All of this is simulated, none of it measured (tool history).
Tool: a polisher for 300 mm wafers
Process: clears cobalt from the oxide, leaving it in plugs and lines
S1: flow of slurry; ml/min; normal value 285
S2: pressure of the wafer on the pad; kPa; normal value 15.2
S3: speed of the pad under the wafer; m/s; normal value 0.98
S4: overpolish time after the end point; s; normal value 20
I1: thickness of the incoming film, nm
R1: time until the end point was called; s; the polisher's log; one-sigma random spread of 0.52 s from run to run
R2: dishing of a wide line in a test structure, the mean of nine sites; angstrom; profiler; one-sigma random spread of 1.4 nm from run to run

run,day,S1,S2,S3,S4,I1,R1,R2
1,0,285,15.2,0.98,20,340,50.4,683
2,0.65,285,15.2,0.98,20,342.6,50.8,705
3,1.45,285,15.2,0.98,20,332.8,48.6,706
4,2.225,285,15.2,0.98,20,346.4,52.2,717
5,3.675,285,15.2,0.98,20,343.2,50,678
6,4.208,205,15.2,0.98,20,333.8,51.6,703
# day 4.417: worn pad replaced by a new one, of another model than before
7,5.117,205,15.2,0.98,20,334.8,54.6,686
8,5.983,335,15.2,0.98,20,341.3,51,685
9,7.2,285,15.2,0.8,13,344.9,57.7,544
10,7.738,285,15.2,0.98,20,346.5,53.1,712
# day 8.375: head pressure recalibrated
# day 8.929: worn pad replaced by a new one
11,8.95,285,15.2,0.98,20,333.6,55.2,673
12,9.346,340,17.9,0.98,20,337,48.3,727
13,9.958,350,15.2,1.28,20,336.8,46.4,718
# day 11.192: slurry nozzle cleaned
14,11.242,230,15.2,0.98,20,335.6,57.3,652
15,12.204,285,15.2,0.8,13,338.9,60.8,479
16,13.217,285,15.2,0.98,24,336.8,53.8,740
# day 13.908: worn pad replaced by a new one
17,14.312,345,15.2,0.98,20,336.5,53,691

Predict each of these 3 candidate next runs independently; none follows another, all start after run 17:
A,14.333,285,15.2,0.98,20,343.1,?,?
B,14.333,235,11,0.66,20,343.1,?,?
C,14.333,285,13.1,0.98,20,343.1,?,?

run,R1,R2
A,55.3,688
B,88,534
C,62,651
Without the tool's unlogged condition, the same runs would have read:
run,R1,R2
A,57.4,676
B,91.5,521
C,64.4,638
